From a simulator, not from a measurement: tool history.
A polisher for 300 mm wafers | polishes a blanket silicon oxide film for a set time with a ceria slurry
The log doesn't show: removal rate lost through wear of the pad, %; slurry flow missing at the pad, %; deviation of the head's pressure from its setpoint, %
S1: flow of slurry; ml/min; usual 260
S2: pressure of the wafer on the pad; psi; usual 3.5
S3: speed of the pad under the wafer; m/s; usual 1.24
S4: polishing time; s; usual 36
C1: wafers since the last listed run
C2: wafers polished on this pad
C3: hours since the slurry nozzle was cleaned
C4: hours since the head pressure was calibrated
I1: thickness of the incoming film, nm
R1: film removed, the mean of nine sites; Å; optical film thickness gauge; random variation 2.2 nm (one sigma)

{"run": 1, "day": 0.0, "S1": 310, "S2": 2.8, "S3": 1.24, "S4": 36, "C1": 0, "C2": 310, "C3": 473.5, "C4": 600.3, "I1": 820.3, "R1": 1956}
{"run": 2, "day": 1.35, "S1": 260, "S2": 3.5, "S3": 1.24, "S4": 36, "C1": 254, "C2": 565, "C3": 505.9, "C4": 632.7, "I1": 820.9, "R1": 2128}
{"day": 2.492, "done": "worn pad replaced by a new one"}
{"run": 3, "day": 2.696, "S1": 260, "S2": 3.5, "S3": 1.24, "S4": 36, "C1": 222, "C2": 38, "C3": 538.2, "C4": 665, "I1": 838.8, "R1": 2236}
{"run": 4, "day": 3.554, "S1": 260, "S2": 3.5, "S3": 1.24, "S4": 36, "C1": 162, "C2": 200, "C3": 558.8, "C4": 685.6, "I1": 831.9, "R1": 2198}
{"day": 6.788, "done": "worn pad replaced by a new one"}
{"run": 5, "day": 7.612, "S1": 260, "S2": 3.5, "S3": 1.24, "S4": 36, "C1": 734, "C2": 155, "C3": 656.2, "C4": 783, "I1": 834.5, "R1": 2197}
{"run": 6, "day": 9.075, "S1": 260, "S2": 3.5, "S3": 1.24, "S4": 31, "C1": 276, "C2": 431, "C3": 691.3, "C4": 818.1, "I1": 838.8, "R1": 1812}
{"run": 7, "day": 9.679, "S1": 310, "S2": 3.5, "S3": 1.24, "S4": 36, "C1": 114, "C2": 545, "C3": 705.8, "C4": 832.6, "I1": 836.4, "R1": 2166}
{"day": 10.817, "done": "slurry nozzle cleaned"}
{"run": 8, "day": 10.838, "S1": 310, "S2": 3.5, "S3": 1.24, "S4": 36, "C1": 210, "C2": 756, "C3": 0.5, "C4": 860.4, "I1": 841.4, "R1": 2260}
{"day": 11.746, "done": "worn pad replaced by a new one"}
{"run": 9, "day": 11.767, "S1": 310, "S2": 3.5, "S3": 1.24, "S4": 36, "C1": 143, "C2": 3, "C3": 22.8, "C4": 882.7, "I1": 835.4, "R1": 2356}
{"run": 10, "day": 12.412, "S1": 260, "S2": 3.5, "S3": 1.06, "S4": 36, "C1": 121, "C2": 125, "C3": 38.3, "C4": 898.2, "I1": 829.5, "R1": 1957}
{"run": 11, "day": 13.467, "S1": 260, "S2": 3.5, "S3": 1.06, "S4": 36, "C1": 199, "C2": 324, "C3": 63.6, "C4": 923.5, "I1": 834.3, "R1": 1946}
{"run": 12, "day": 14.271, "S1": 260, "S2": 3.5, "S3": 1.24, "S4": 31, "C1": 151, "C2": 476, "C3": 82.9, "C4": 942.8, "I1": 830.6, "R1": 1941}
{"run": 13, "day": 14.779, "S1": 345, "S2": 2.9, "S3": 0.92, "S4": 36, "C1": 95, "C2": 572, "C3": 95.1, "C4": 955, "I1": 824.6, "R1": 1504}
{"day": 16.075, "done": "worn pad replaced by a new one"}
{"run": 14, "day": 16.096, "S1": 260, "S2": 3.5, "S3": 1.24, "S4": 36, "C1": 217, "C2": 3, "C3": 126.7, "C4": 986.6, "I1": 844.3, "R1": 2328}
{"run": 15, "day": 16.671, "S1": 330, "S2": 4, "S3": 1.24, "S4": 36, "C1": 108, "C2": 112, "C3": 140.5, "C4": 1000.4, "I1": 817.6, "R1": 2509}
{"day": 16.883, "done": "head pressure recalibrated"}
{"run": 16, "day": 17.283, "S1": 285, "S2": 2.7, "S3": 0.8, "S4": 47, "C1": 99, "C2": 212, "C3": 155.2, "C4": 9.6, "I1": 823.2, "R1": 1658}
{"run": 17, "day": 18.158, "S1": 260, "S2": 3.5, "S3": 1.24, "S4": 36, "C1": 165, "C2": 377, "C3": 176.2, "C4": 30.6, "I1": 832.5, "R1": 2219}
{"run": 18, "day": 19.146, "S1": 260, "S2": 2.4, "S3": 0.98, "S4": 33, "C1": 186, "C2": 564, "C3": 199.9, "C4": 54.3, "I1": 826, "R1": 1272}
{"day": 20.458, "done": "worn pad replaced by a new one"}
{"run": 19, "day": 20.488, "S1": 260, "S2": 3.5, "S3": 1.24, "S4": 24, "C1": 221, "C2": 5, "C3": 232.1, "C4": 86.5, "I1": 841.8, "R1": 1529}
{"run": 20, "day": 21.929, "S1": 260, "S2": 3.5, "S3": 1.24, "S4": 31, "C1": 272, "C2": 277, "C3": 266.7, "C4": 121.1, "I1": 824, "R1": 1940}
{"run": 21, "day": 22.554, "S1": 345, "S2": 3.5, "S3": 1.24, "S4": 47, "C1": 118, "C2": 395, "C3": 281.7, "C4": 136.1, "I1": 820.2, "R1": 2957}
{"run": 22, "day": 23.421, "S1": 260, "S2": 4.7, "S3": 1.24, "S4": 26, "C1": 163, "C2": 559, "C3": 302.5, "C4": 156.9, "I1": 832.6, "R1": 1896}
{"run": 23, "day": 24.167, "S1": 235, "S2": 2.4, "S3": 0.96, "S4": 29, "C1": 140, "C2": 700, "C3": 320.4, "C4": 174.8, "I1": 820.2, "R1": 1073}

Hidden state at the last listed run before each entry between runs and at the first one after, where it differs:
Between runs 2 and 3: worn pad replaced by a new one (day 2.492)
  removal rate lost through wear of the pad, %: 5.3 -> 0.765; slurry flow missing at the pad, %: 28.6 -> 30.2
  measured less the result without the state, R1: -213 -> -119 Å
Between runs 4 and 5: worn pad replaced by a new one (day 6.788)
  removal rate lost through wear of the pad, %: 2.03 -> 1.83; slurry flow missing at the pad, %: 31.2 -> 35.9
  measured less the result without the state, R1: -152 -> -173 Å
Between runs 7 and 8: slurry nozzle cleaned (day 10.817)
  removal rate lost through wear of the pad, %: 4.88 -> 6.58; slurry flow missing at the pad, %: 38.3 -> 1.34
  measured less the result without the state, R1: -236 -> -162 Å
Between runs 8 and 9: worn pad replaced by a new one (day 11.746)
  removal rate lost through wear of the pad, %: 6.58 -> 0.578; slurry flow missing at the pad, %: 1.34 -> 2.42
  measured less the result without the state, R1: -162 -> -19 Å
Between runs 13 and 14: worn pad replaced by a new one (day 16.075)
  removal rate lost through wear of the pad, %: 5.02 -> 1.23; slurry flow missing at the pad, %: 5.91 -> 7.44
  measured less the result without the state, R1: -88 -> -49 Å
Between runs 15 and 16: head pressure recalibrated (day 16.883)
  removal rate lost through wear of the pad, %: 2.08 -> 2.98; slurry flow missing at the pad, %: 8.11 -> 8.82
  measured less the result without the state, R1: -72 -> -67 Å
Between runs 18 and 19: worn pad replaced by a new one (day 20.458)
  removal rate lost through wear of the pad, %: 5.73 -> 0.652; slurry flow missing at the pad, %: 11 -> 12.5
  measured less the result without the state, R1: -94 -> -33 Å
